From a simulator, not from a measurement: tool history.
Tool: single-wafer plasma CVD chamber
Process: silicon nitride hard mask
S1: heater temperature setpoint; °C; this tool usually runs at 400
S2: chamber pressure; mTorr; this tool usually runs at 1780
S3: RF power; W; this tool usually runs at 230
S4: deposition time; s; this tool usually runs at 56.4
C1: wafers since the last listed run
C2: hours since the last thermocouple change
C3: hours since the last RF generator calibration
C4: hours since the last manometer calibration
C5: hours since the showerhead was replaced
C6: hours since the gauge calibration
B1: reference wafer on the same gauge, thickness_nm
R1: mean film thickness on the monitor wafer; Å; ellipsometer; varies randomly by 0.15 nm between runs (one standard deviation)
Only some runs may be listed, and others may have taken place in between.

run   hour   S1    S2   S3    S4    C1      C2      C3      C4      C5     C6      B1      R1
  1    0.0  400  1780  230  56.4     0   684.1  1650.1  1426.8  1617.1   22.3  66.631  540.60
  2   65.2  400  1780  230  56.4  1517   749.3  1715.3  1492.0  1682.3   87.5  66.591  535.88
  3  108.3  400  1780  195  56.4  1003   792.4  1758.4  1535.1  1725.4  130.6  66.586  461.48
  4  180.0  400  1780  195  56.4  1668   864.1  1830.1  1606.8  1797.1  202.3  66.631  456.74
  5  233.1  400  1780  195  56.4  1235   917.2  1883.2  1659.9  1850.2  255.4  66.596  458.75
  6  283.2  400  1780  230  56.4  1165   967.3  1933.3  1710.0  1900.3  305.5  66.629  532.97
     380.9  -- capacitance manometer re-zeroed and calibrated
     391.4  -- RF generator calibrated
  7  410.3  400  1780  230  56.4  2585  1094.4    18.9    29.4  2027.4  432.6  66.556  568.68
  8  468.8  400  1780  230  56.4  1361  1152.9    77.4    87.9  2085.9  491.1  66.588  571.06
  9  501.2  400  1780  230  56.4   754  1185.3   109.8   120.3  2118.3  523.5  66.575  568.37
 10  572.6  400  1660  230  56.4  1661  1256.7   181.2   191.7  2189.7  594.9  66.564  547.55
 11  598.4  400  1780  230  47.4   600  1282.5   207.0   217.5  2215.5  620.7  66.601  477.32
     755.5  -- gauge calibrated
 12  770.1  400  1780  230  56.4  3995  1454.2   378.7   389.2  2387.2   14.6  66.646  565.04
     794.5  -- showerhead replaced
 13  809.4  389  1500  195  51.0   728  1493.5   418.0   428.5    14.9   53.9  66.592  398.45

Predict the results of run 14:
     827.8  -- thermocouple changed; heater temperature recalibrated
 14  879.3  400  1890  190  56.4  1440  51.5  487.9  498.4  84.8  123.8   ?   ?

{"run 14": {"B1": 66.603, "R1": 483.02}}
Take away the tool's hidden state, keep the run-to-run variation as it was, and the same run would have given R1 489.98 Å.

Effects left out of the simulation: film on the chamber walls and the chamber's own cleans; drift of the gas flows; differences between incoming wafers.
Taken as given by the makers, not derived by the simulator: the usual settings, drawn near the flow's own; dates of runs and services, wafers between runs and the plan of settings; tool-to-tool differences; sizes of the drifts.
